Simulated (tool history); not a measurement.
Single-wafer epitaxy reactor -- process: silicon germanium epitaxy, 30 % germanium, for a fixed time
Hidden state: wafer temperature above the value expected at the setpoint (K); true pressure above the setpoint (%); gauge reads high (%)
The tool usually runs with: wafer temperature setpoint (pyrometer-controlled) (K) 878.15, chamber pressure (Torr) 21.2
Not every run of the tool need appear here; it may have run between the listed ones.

run	hour	wafer temperature setpoint (pyrometer-controlled) (K)	chamber pressure (Torr)	wafers since the last listed run	hours since the last pyrometer calibration	hours since the last manometer calibration	hours since the showerhead was replaced	hours since the gauge calibration	read-back reference wafer on the same gauge, thickness_nm	mean film thickness on the monitor wafer (Å)
1	0.0	878.15	20.0	0	1052.6	1210.8	3744.1	151.6	58.316	687.24
2	17.5	875.15	21.2	529	1070.1	1228.3	3761.6	169.1	58.253	658.35
3	31.1	875.15	21.2	411	1083.7	1241.9	3775.2	182.7	58.297	656.28
4	41.0	878.15	21.2	299	1093.6	1251.8	3785.1	192.6	58.359	701.34
5	58.1	878.15	21.2	517	1110.7	1268.9	3802.2	209.7	58.214	703.59
6	73.3	870.15	17.8	459	1125.9	1284.1	3817.4	224.9	58.230	561.41
7	81.5	873.15	21.2	247	1134.1	1292.3	3825.6	233.1	58.234	638.78
8	89.4	878.15	21.2	238	1142.0	1300.2	3833.5	241.0	58.247	705.17
9	101.6	878.15	21.2	368	1154.2	1312.4	3845.7	253.2	58.417	709.88
10	111.2	874.15	21.2	290	1163.8	1322.0	3855.3	262.8	58.269	651.56
11	124.1	874.15	21.2	390	1176.7	1334.9	3868.2	275.7	58.283	651.89
12	130.4	872.15	21.2	190	1183.0	1341.2	3874.5	282.0	58.371	625.59
# hour 142.9: pyrometer calibrated
13	143.4	872.15	21.2	151	0.5	1354.2	3887.5	295.0	58.323	569.59
14	146.1	872.15	21.2	81	3.2	1356.9	3890.2	297.7	58.248	565.39
15	152.5	869.15	21.2	193	9.6	1363.3	3896.6	304.1	58.279	533.41
16	170.0	884.15	24.1	529	27.1	1380.8	3914.1	321.6	58.259	765.59
17	180.6	885.15	24.0	320	37.7	1391.4	3924.7	332.2	58.200	773.35
18	193.9	878.15	24.3	402	51.0	1404.7	3938.0	345.5	58.277	681.24
# hour 221.7: showerhead replaced
19	222.2	892.15	18.0	613	79.3	1433.0	0.5	373.8	58.356	809.49
20	230.2	868.15	25.4	241	87.3	1441.0	8.5	381.8	58.319	559.77
21	247.1	878.15	21.2	511	104.2	1457.9	25.4	398.7	58.299	643.99
22	258.9	874.15	16.5	356	116.0	1469.7	37.2	410.5	58.333	546.11
# hour 271.5: gauge calibrated
# hour 280.7: capacitance manometer re-zeroed and calibrated
23	281.2	878.15	21.2	432	138.3	0.5	59.5	9.7	58.386	647.42
24	284.6	887.15	19.4	102	141.7	3.9	62.9	13.1	58.281	756.61
25	291.7	878.15	24.2	214	148.8	11.0	70.0	20.2	58.264	684.89
26	308.7	878.15	21.2	514	165.8	28.0	87.0	37.2	58.327	649.64
27	318.2	866.15	21.2	287	175.3	37.5	96.5	46.7	58.272	506.69
28	328.3	892.15	18.0	305	185.4	47.6	106.6	56.8	58.297	810.70
29	336.3	866.15	25.4	241	193.4	55.6	114.6	64.8	58.281	544.24
30	344.6	882.15	17.4	250	201.7	63.9	122.9	73.1	58.308	658.42
31	362.3	878.15	21.2	535	219.4	81.6	140.6	90.8	58.254	654.36

Selected run-to-run steps in mean film thickness on the monitor wafer (Å), each split into two signed amounts: the part the tool would show with no hidden state at all (from settings, incoming material and random variation), and the remainder, which goes to the hidden state together with any gauge scatter not common to the measured and the hidden-state-free results:
Run 5 -> 6: wafer temperature setpoint (pyrometer-controlled) (K) 878.15 -> 870.15, chamber pressure (Torr) 21.2 -> 17.8. mean film thickness on the monitor wafer (Å) -142.18: hidden state -9.45, all else -132.73.
Run 6 -> 7: wafer temperature setpoint (pyrometer-controlled) (K) 870.15 -> 873.15, chamber pressure (Torr) 17.8 -> 21.2. mean film thickness on the monitor wafer (Å) +77.37: hidden state +6.03, all else +71.34.
Run 12 -> 13: pyrometer calibrated. mean film thickness on the monitor wafer (Å) -56.00: hidden state -57.40, all else +1.40.
Run 19 -> 20: wafer temperature setpoint (pyrometer-controlled) (K) 892.15 -> 868.15, chamber pressure (Torr) 18.0 -> 25.4. mean film thickness on the monitor wafer (Å) -249.72: hidden state +1.46, all else -251.18.
Run 27 -> 28: wafer temperature setpoint (pyrometer-controlled) (K) 866.15 -> 892.15, chamber pressure (Torr) 21.2 -> 18.0. mean film thickness on the monitor wafer (Å) +304.01: hidden state +0.71, all else +303.30.
Run 28 -> 29: wafer temperature setpoint (pyrometer-controlled) (K) 892.15 -> 866.15, chamber pressure (Torr) 18.0 -> 25.4. mean film thickness on the monitor wafer (Å) -266.46: hidden state -0.01, all else -266.45.
